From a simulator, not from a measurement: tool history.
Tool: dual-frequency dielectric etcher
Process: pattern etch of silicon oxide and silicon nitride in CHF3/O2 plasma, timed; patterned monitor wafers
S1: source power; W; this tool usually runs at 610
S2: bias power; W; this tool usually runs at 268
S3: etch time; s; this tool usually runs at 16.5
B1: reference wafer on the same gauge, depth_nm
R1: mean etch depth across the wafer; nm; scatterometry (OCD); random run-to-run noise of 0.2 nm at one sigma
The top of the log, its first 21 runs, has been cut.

run 22 hour=1358.9 | S1=650 S2=268 S3=16.5 | B1=27.33 | R1=29.15
run 23 hour=1393.4 | S1=610 S2=268 S3=16.5 | B1=27.3 | R1=29
run 24 hour=1454.9 | S1=530 S2=306 S3=18 | B1=27.33 | R1=32.11
run 25 hour=1507.4 | S1=610 S2=319 S3=16.5 | B1=27.29 | R1=30.57
run 26 hour=1546 | S1=660 S2=241 S3=13 | B1=27.29 | R1=22.43
-- hour=1573.2 wet clean of the chamber
run 27 hour=1612.7 | S1=610 S2=268 S3=18.5 | B1=27.19 | R1=32.09
run 28 hour=1651.6 | S1=710 S2=217 S3=20.5 | B1=27.32 | R1=34.97
run 29 hour=1698.3 | S1=610 S2=268 S3=20 | B1=27.32 | R1=34.98
run 30 hour=1762.8 | S1=610 S2=268 S3=13.5 | B1=27.35 | R1=23.62

Consider 4 possible next runs. They are alternatives, not a sequence: every one starts from the tool as it was left by run 30. What does each give?
run A hour=1763.2 | S1=610 S2=268 S3=16.5 | B1=? | R1=?
run B hour=1763.2 | S1=510 S2=268 S3=21 | B1=? | R1=?
run C hour=1763.2 | S1=610 S2=302 S3=16.5 | B1=? | R1=?
run D hour=1763.2 | S1=460 S2=297 S3=12.5 | B1=? | R1=?

run=A B1=27.24 R1=28.34
run=B B1=27.24 R1=34.89
run=C B1=27.24 R1=29.44
run=D B1=27.24 R1=21.08
Had the tool no hidden state, the same runs would have come out as:
run=A R1=28.34
run=B R1=34.89
run=C R1=29.44
run=D R1=21.08

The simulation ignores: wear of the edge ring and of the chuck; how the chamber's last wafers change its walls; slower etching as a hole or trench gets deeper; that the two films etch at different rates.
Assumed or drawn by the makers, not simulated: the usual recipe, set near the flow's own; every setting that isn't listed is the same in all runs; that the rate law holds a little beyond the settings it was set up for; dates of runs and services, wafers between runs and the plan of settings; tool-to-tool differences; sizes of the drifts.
